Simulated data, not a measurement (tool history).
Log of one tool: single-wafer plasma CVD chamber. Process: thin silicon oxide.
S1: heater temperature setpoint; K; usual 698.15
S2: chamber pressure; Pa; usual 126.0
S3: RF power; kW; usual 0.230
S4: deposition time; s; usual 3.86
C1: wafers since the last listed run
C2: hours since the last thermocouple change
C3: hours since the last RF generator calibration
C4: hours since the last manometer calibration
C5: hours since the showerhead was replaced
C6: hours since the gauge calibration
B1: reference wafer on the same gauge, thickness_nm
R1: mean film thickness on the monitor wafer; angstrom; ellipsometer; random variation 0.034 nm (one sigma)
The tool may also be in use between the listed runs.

Run 1, hour 0.0: usual settings; C1 0; C2 855.8; C3 1353.8; C4 2324.4; C5 8017.8; C6 1629.4; B1 8.810. Result: R1 71.97 angstrom.
Run 2, hour 75.9: usual settings; C1 1844; C2 931.7; C3 1429.7; C4 2400.3; C5 8093.7; C6 1705.3; B1 8.826. Result: R1 72.48 angstrom.
Run 3, hour 137.5: usual settings; C1 1496; C2 993.3; C3 1491.3; C4 2461.9; C5 8155.3; C6 1766.9; B1 8.821. Result: R1 72.41 angstrom.
At hour 237.5: capacitance manometer re-zeroed and calibrated.
Run 4, hour 243.4: usual settings but S1 706.15 K; C1 2378; C2 1099.2; C3 1597.2; C4 5.9; C5 8261.2; C6 1872.8; B1 8.814. Result: R1 71.85 angstrom.
Run 5, hour 300.3: usual settings but S1 707.15 K, S4 3.59 s; C1 1382; C2 1156.1; C3 1654.1; C4 62.8; C5 8318.1; C6 1929.7; B1 8.830. Result: R1 66.34 angstrom.
Run 6, hour 386.8: usual settings but S1 707.15 K, S4 3.59 s; C1 2101; C2 1242.6; C3 1740.6; C4 149.3; C5 8404.6; C6 2016.2; B1 8.812. Result: R1 65.76 angstrom.
Run 7, hour 464.4: usual settings but S3 0.245 kW, S4 4.62 s; C1 1885; C2 1320.2; C3 1818.2; C4 226.9; C5 8482.2; C6 2093.8; B1 8.825. Result: R1 89.08 angstrom.
At hour 480.2: gauge calibrated.
Run 8, hour 533.5: usual settings but S2 146.3 Pa, S3 0.200 kW; C1 1678; C2 1389.3; C3 1887.3; C4 296.0; C5 8551.3; C6 53.3; B1 8.823. Result: R1 73.45 angstrom.
Run 9, hour 613.3: usual settings but S1 706.15 K, S2 98.5 Pa, S4 3.23 s; C1 1938; C2 1469.1; C3 1967.1; C4 375.8; C5 8631.1; C6 133.1; B1 8.828. Result: R1 45.87 angstrom.
At hour 624.4: showerhead replaced.
Run 10, hour 660.1: usual settings but S1 690.15 K, S2 109.5 Pa, S3 0.195 kW; C1 942; C2 1515.9; C3 2013.9; C4 422.6; C5 35.7; C6 179.9; B1 8.839. Result: R1 55.64 angstrom.
At hour 698.3: thermocouple changed; heater temperature recalibrated.
Run 11, hour 708.7: usual settings but S1 693.15 K, S3 0.245 kW; C1 986; C2 10.4; C3 2062.5; C4 471.2; C5 84.3; C6 228.5; B1 8.805. Result: R1 74.52 angstrom.
Run 12, hour 761.5: usual settings but S1 706.15 K; C1 1282; C2 63.2; C3 2115.3; C4 524.0; C5 137.1; C6 281.3; B1 8.815. Result: R1 70.50 angstrom.
Run 13, hour 860.7: usual settings; C1 2410; C2 162.4; C3 2214.5; C4 623.2; C5 236.3; C6 380.5; B1 8.819. Result: R1 71.10 angstrom.
Run 14, hour 946.5: usual settings but S2 151.5 Pa; C1 2084; C2 248.2; C3 2300.3; C4 709.0; C5 322.1; C6 466.3; B1 8.812. Result: R1 82.88 angstrom.
At hour 1016.9: RF generator calibrated.
Run 15, hour 1032.1: usual settings; C1 1885; C2 333.8; C3 15.2; C4 794.6; C5 407.7; C6 551.9; B1 8.818. Result: R1 74.16 angstrom.
Run 16, hour 1138.3: usual settings but S1 708.15 K, S4 4.34 s; C1 2580; C2 440.0; C3 121.4; C4 900.8; C5 513.9; C6 658.1; B1 8.830. Result: R1 82.45 angstrom.
Run 17, hour 1187.2: usual settings; C1 1188; C2 488.9; C3 170.3; C4 949.7; C5 562.8; C6 707.0; B1 8.827. Result: R1 73.62 angstrom.
Run 18, hour 1235.1: usual settings but S1 704.15 K, S3 0.215 kW; C1 1163; C2 536.8; C3 218.2; C4 997.6; C5 610.7; C6 754.9; B1 8.828. Result: R1 70.54 angstrom.
Run 19, hour 1301.7: usual settings but S1 689.15 K, S2 144.4 Pa, S3 0.275 kW, S4 4.61 s; C1 1618; C2 603.4; C3 284.8; C4 1064.2; C5 677.3; C6 821.5; B1 8.815. Result: R1 108.54 angstrom.
Run 20, hour 1380.2: usual settings; C1 1907; C2 681.9; C3 363.3; C4 1142.7; C5 755.8; C6 900.0; B1 8.819. Result: R1 73.35 angstrom.
Run 21, hour 1468.8: usual settings but S1 711.15 K, S2 116.3 Pa, S4 4.06 s; C1 2152; C2 770.5; C3 451.9; C4 1231.3; C5 844.4; C6 988.6; B1 8.823. Result: R1 71.10 angstrom.
Run 22, hour 1509.6: usual settings but S2 145.5 Pa; C1 991; C2 811.3; C3 492.7; C4 1272.1; C5 885.2; C6 1029.4; B1 8.822. Result: R1 82.71 angstrom.
Run 23, hour 1608.0: usual settings but S1 694.15 K, S2 111.6 Pa, S3 0.270 kW, S4 4.51 s; C1 2390; C2 909.7; C3 591.1; C4 1370.5; C5 983.6; C6 1127.8; B1 8.810. Result: R1 83.05 angstrom.
Run 24, hour 1660.7: usual settings but S2 140.0 Pa, S3 0.210 kW, S4 4.12 s; C1 1280; C2 962.4; C3 643.8; C4 1423.2; C5 1036.3; C6 1180.5; B1 8.829. Result: R1 80.19 angstrom.
Run 25, hour 1742.9: usual settings but S1 709.15 K; C1 1997; C2 1044.6; C3 726.0; C4 1505.4; C5 1118.5; C6 1262.7; B1 8.817. Result: R1 72.70 angstrom.
Run 26, hour 1799.6: usual settings; C1 1377; C2 1101.3; C3 782.7; C4 1562.1; C5 1175.2; C6 1319.4; B1 8.815. Result: R1 73.02 angstrom.
Run 27, hour 1838.0: usual settings but S4 3.53 s; C1 932; C2 1139.7; C3 821.1; C4 1600.5; C5 1213.6; C6 1357.8; B1 8.818. Result: R1 66.52 angstrom.
Run 28, hour 1898.3: usual settings but S1 690.15 K, S4 3.53 s; C1 1465; C2 1200.0; C3 881.4; C4 1660.8; C5 1273.9; C6 1418.1; B1 8.824. Result: R1 67.13 angstrom.
Run 29, hour 1954.8: usual settings but S3 0.195 kW, S4 4.43 s; C1 1372; C2 1256.5; C3 937.9; C4 1717.3; C5 1330.4; C6 1474.6; B1 8.825. Result: R1 75.33 angstrom.

Forecast each of these 4 alternatives for the next run:
Run A, hour 1955.2: usual settings; C1 9; C2 1256.9; C3 938.3; C4 1717.7; C5 1330.8; C6 1475.0; B1 ?. Result: R1 ?.
Run B, hour 1955.2: usual settings but S1 704.15 K, S4 4.41 s; C1 9; C2 1256.9; C3 938.3; C4 1717.7; C5 1330.8; C6 1475.0; B1 ?. Result: R1 ?.
Run C, hour 1955.2: usual settings but S1 708.15 K; C1 9; C2 1256.9; C3 938.3; C4 1717.7; C5 1330.8; C6 1475.0; B1 ?. Result: R1 ?.
Run D, hour 1955.2: usual settings but S1 689.15 K, S3 0.185 kW; C1 9; C2 1256.9; C3 938.3; C4 1717.7; C5 1330.8; C6 1475.0; B1 ?. Result: R1 ?.

run     B1     R1
  A  8.823  72.50
  B  8.823  82.54
  C  8.823  72.09
  D  8.823  62.94
Without the tool's hidden state the same runs would have given:
run     R1
  A  73.80
  B  84.02
  C  73.39
  D  64.26

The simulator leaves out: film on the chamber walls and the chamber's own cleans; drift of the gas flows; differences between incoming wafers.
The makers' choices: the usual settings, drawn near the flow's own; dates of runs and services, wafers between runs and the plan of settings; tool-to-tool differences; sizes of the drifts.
